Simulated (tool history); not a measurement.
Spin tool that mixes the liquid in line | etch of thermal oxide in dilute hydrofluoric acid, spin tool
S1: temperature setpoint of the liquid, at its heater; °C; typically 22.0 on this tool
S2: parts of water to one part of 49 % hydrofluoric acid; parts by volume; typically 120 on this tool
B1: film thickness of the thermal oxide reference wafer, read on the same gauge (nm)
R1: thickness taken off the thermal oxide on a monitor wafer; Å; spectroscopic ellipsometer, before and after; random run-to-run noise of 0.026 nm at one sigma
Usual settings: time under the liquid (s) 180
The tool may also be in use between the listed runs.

run 1 day=0.000 | S1=22.0 S2=120 time_under_the_liquid_(s)=260 | B1=40.01 | R1=77.5
-- day=0.671 gauge calibrated
run 2 day=1.467 | S1=22.0 S2=120 time_under_the_liquid_(s)=260 | B1=40.01 | R1=77.9
run 3 day=2.258 | S1=22.0 S2=120 time_under_the_liquid_(s)=260 | B1=40.02 | R1=77.7
run 4 day=3.517 | S1=22.0 S2=105 time_under_the_liquid_(s)=260 | B1=39.99 | R1=90.2
run 5 day=4.800 | S1=22.0 S2=105 time_under_the_liquid_(s)=260 | B1=40.00 | R1=89.8
-- day=5.817 hydrofluoric acid flow meter replaced
run 6 day=5.862 | S1=22.0 S2=105 time_under_the_liquid_(s)=260 | B1=39.99 | R1=101.4
run 7 day=7.317 | S1=22.0 S2=90 time_under_the_liquid_(s)=180 | B1=40.03 | R1=82.5
run 8 day=8.346 | S1=22.0 S2=165 time_under_the_liquid_(s)=220 | B1=39.99 | R1=50.8
-- day=9.167 thermometer replaced
run 9 day=9.188 | S1=18.0 S2=75 time_under_the_liquid_(s)=180 | B1=40.01 | R1=94.1
run 10 day=10.496 | S1=22.0 S2=150 time_under_the_liquid_(s)=180 | B1=40.01 | R1=50.1
-- day=11.175 gauge calibrated
run 11 day=11.508 | S1=22.0 S2=120 time_under_the_liquid_(s)=180 | B1=39.99 | R1=64.9
run 12 day=12.800 | S1=22.0 S2=120 time_under_the_liquid_(s)=100 | B1=40.01 | R1=35.9
run 13 day=13.629 | S1=27.0 S2=120 time_under_the_liquid_(s)=180 | B1=39.98 | R1=77.6
run 14 day=14.571 | S1=25.5 S2=120 time_under_the_liquid_(s)=180 | B1=40.00 | R1=73.4
run 15 day=15.367 | S1=22.0 S2=140 time_under_the_liquid_(s)=150 | B1=39.97 | R1=44.6

4 options for the next run, each taken on its own from the tool as it stands now. Forecast them:
run A day=15.388 | S1=22.0 S2=120 time_under_the_liquid_(s)=180 | B1=? | R1=?
run B day=15.388 | S1=24.5 S2=75 time_under_the_liquid_(s)=235 | B1=? | R1=?
run C day=15.388 | S1=27.0 S2=75 time_under_the_liquid_(s)=95 | B1=? | R1=?
run D day=15.388 | S1=18.5 S2=120 time_under_the_liquid_(s)=260 | B1=? | R1=?

run=A B1=39.99 R1=63.9
run=B B1=39.99 R1=155.9
run=C B1=39.99 R1=69.6
run=D B1=39.99 R1=80.1
Without the tool's unlogged condition, the same runs would have read:
run=A R1=66.1
run=B R1=161.2
run=C R1=72.0
run=D R1=82.9
